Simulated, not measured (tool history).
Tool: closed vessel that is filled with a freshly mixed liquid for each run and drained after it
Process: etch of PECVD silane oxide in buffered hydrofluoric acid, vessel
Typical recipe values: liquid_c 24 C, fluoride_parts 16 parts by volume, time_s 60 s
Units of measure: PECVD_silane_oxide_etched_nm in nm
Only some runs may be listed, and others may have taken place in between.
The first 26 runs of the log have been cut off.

run,hour,liquid_c,fluoride_parts,time_s,"read-back film thickness of the PECVD silane oxide reference wafer, read on the same gauge (nm)",PECVD_silane_oxide_etched_nm
27,335.8,24,10,60,30.01,109.52
28,369.2,21,12,70,30,91.48
29,376.9,24,16,60,30.01,68.19
30,389.8,28.5,16,60,30.01,89.66
31,396.4,28.5,13.5,40,29.95,68.96
32,410.2,24,21.5,60,30.01,53.59
33,416.6,24,12,60,30.01,91.99
34,428,21,21.5,40,30.04,30.19

Consider 3 possible next runs. They are alternatives, not a sequence: every one starts from the tool as it was left by run 34. What does each give?
A,428.7,24,16,60,?,?
B,428.7,24,12,95,?,?
C,428.7,27,19,60,?,?

run,"read-back film thickness of the PECVD silane oxide reference wafer, read on the same gauge (nm)",PECVD_silane_oxide_etched_nm
A,30.01,70.41
B,30.01,147.82
C,30.01,69.94
Had the tool no hidden state, the same runs would have come out as:
run,PECVD_silane_oxide_etched_nm
A,70.41
B,147.82
C,69.94

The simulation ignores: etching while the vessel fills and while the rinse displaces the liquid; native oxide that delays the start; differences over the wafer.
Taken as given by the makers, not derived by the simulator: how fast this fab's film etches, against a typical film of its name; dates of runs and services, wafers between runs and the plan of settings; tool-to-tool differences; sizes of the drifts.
